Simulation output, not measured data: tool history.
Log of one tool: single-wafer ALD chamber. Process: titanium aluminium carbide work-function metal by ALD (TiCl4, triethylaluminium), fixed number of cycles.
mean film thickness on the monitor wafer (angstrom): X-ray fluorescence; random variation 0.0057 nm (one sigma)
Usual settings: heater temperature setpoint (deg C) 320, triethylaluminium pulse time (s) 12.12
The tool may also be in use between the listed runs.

| run | hour | heater temperature setpoint (deg C) | triethylaluminium pulse time (s) | wafers since the last listed run | hours since the last thermocouple change | hours since the last triethylaluminium bottle change | hours since the showerhead was replaced | hours since the gauge calibration | read-back reference wafer on the same gauge, thickness_nm | mean film thickness on the monitor wafer (angstrom) |
|---|---|---|---|---|---|---|---|---|---|---|
| 1 | 0 | 320 | 12.12 | 0 | 684.5 | 1562.2 | 6882.3 | 233.7 | 1.87 | 22.34 |
| 2 | 22.3 | 320 | 12.12 | 158 | 706.8 | 1584.5 | 6904.6 | 256 | 1.87 | 22.37 |
| 3 | 44.8 | 320 | 12.12 | 160 | 729.3 | 1607 | 6927.1 | 278.5 | 1.871 | 22.46 |
| 4 | 80.1 | 320 | 12.12 | 251 | 764.6 | 1642.3 | 6962.4 | 313.8 | 1.87 | 22.38 |
| 5 | 94.9 | 320 | 12.12 | 105 | 779.4 | 1657.1 | 6977.2 | 328.6 | 1.87 | 22.35 |
| 6 | 121.2 | 310 | 9.15 | 187 | 805.7 | 1683.4 | 7003.5 | 354.9 | 1.869 | 20.62 |
| 7 | 133.2 | 310 | 9.15 | 85 | 817.7 | 1695.4 | 7015.5 | 366.9 | 1.869 | 20.75 |
| 8 | 160.3 | 310 | 9.15 | 192 | 844.8 | 1722.5 | 7042.6 | 394 | 1.87 | 20.64 |
| 9 | 194.9 | 320 | 15.3 | 246 | 879.4 | 1757.1 | 7077.2 | 428.6 | 1.87 | 22.78 |
| 10 | 230 | 320 | 15.3 | 249 | 914.5 | 1792.2 | 7112.3 | 463.7 | 1.87 | 22.83 |
| 11 | 246.2 | 313 | 10.36 | 115 | 930.7 | 1808.4 | 7128.5 | 479.9 | 1.87 | 21.26 |
| 12 | 280.2 | 313 | 10.36 | 241 | 964.7 | 1842.4 | 7162.5 | 513.9 | 1.871 | 21.19 |
| 13 | 304.9 | 306 | 15.43 | 175 | 989.4 | 1867.1 | 7187.2 | 538.6 | 1.868 | 21.63 |
|  | 330.7 | thermocouple changed; heater temperature recalibrated |
|  | 333.2 | triethylaluminium bottle replaced |
| 14 | 333.7 | 320 | 12.12 | 130 | 3 | 0.5 | 7216 | 567.4 | 1.871 | 21.53 |
| 15 | 348.2 | 324 | 14.91 | 103 | 17.5 | 15 | 7230.5 | 581.9 | 1.87 | 22.6 |
| 16 | 384 | 333 | 14.15 | 254 | 53.3 | 50.8 | 7266.3 | 617.7 | 1.87 | 22.99 |
|  | 394.9 | showerhead replaced |
|  | 400.3 | gauge calibrated |
| 17 | 414 | 320 | 12.12 | 156 | 83.3 | 80.8 | 19.1 | 13.7 | 1.87 | 21.51 |
| 18 | 427.4 | 320 | 12.12 | 95 | 96.7 | 94.2 | 32.5 | 27.1 | 1.87 | 21.43 |
| 19 | 443.9 | 320 | 12.12 | 117 | 113.2 | 110.7 | 49 | 43.6 | 1.87 | 21.38 |
|  | 465.9 | triethylaluminium bottle replaced, repeated, since the last time left the tool worse |
| 20 | 466.4 | 326 | 13.56 | 103 | 135.7 | 0.5 | 71.5 | 66.1 | 1.871 | 23.52 |
| 21 | 495.6 | 320 | 12.12 | 207 | 164.9 | 29.7 | 100.7 | 95.3 | 1.871 | 22.96 |
| 22 | 512.5 | 320 | 15.07 | 120 | 181.8 | 46.6 | 117.6 | 112.2 | 1.871 | 23.01 |
| 23 | 538 | 308 | 8.11 | 181 | 207.3 | 72.1 | 143.1 | 137.7 | 1.871 | 21.01 |
| 24 | 564.6 | 313 | 9.29 | 189 | 233.9 | 98.7 | 169.7 | 164.3 | 1.87 | 21.79 |

4 ways to go on from here, each from the tool as it stands after run 24. What would each give?
| A | 565 | 320 | 12.12 | 2 | 234.3 | 99.1 | 170.1 | 164.7 | ? | ? |
| B | 565 | 320 | 16.72 | 2 | 234.3 | 99.1 | 170.1 | 164.7 | ? | ? |
| C | 565 | 320 | 9.28 | 2 | 234.3 | 99.1 | 170.1 | 164.7 | ? | ? |
| D | 565 | 306 | 16.06 | 2 | 234.3 | 99.1 | 170.1 | 164.7 | ? | ? |

| run | read-back reference wafer on the same gauge, thickness_nm | mean film thickness on the monitor wafer (angstrom) |
|---|---|---|
| A | 1.87 | 22.84 |
| B | 1.87 | 23.13 |
| C | 1.87 | 22.34 |
| D | 1.87 | 21.96 |
Without the tool's hidden state the same runs would have given:
| run | mean film thickness on the monitor wafer (angstrom) |
|---|---|
| A | 22.87 |
| B | 23.14 |
| C | 22.4 |
| D | 21.97 |
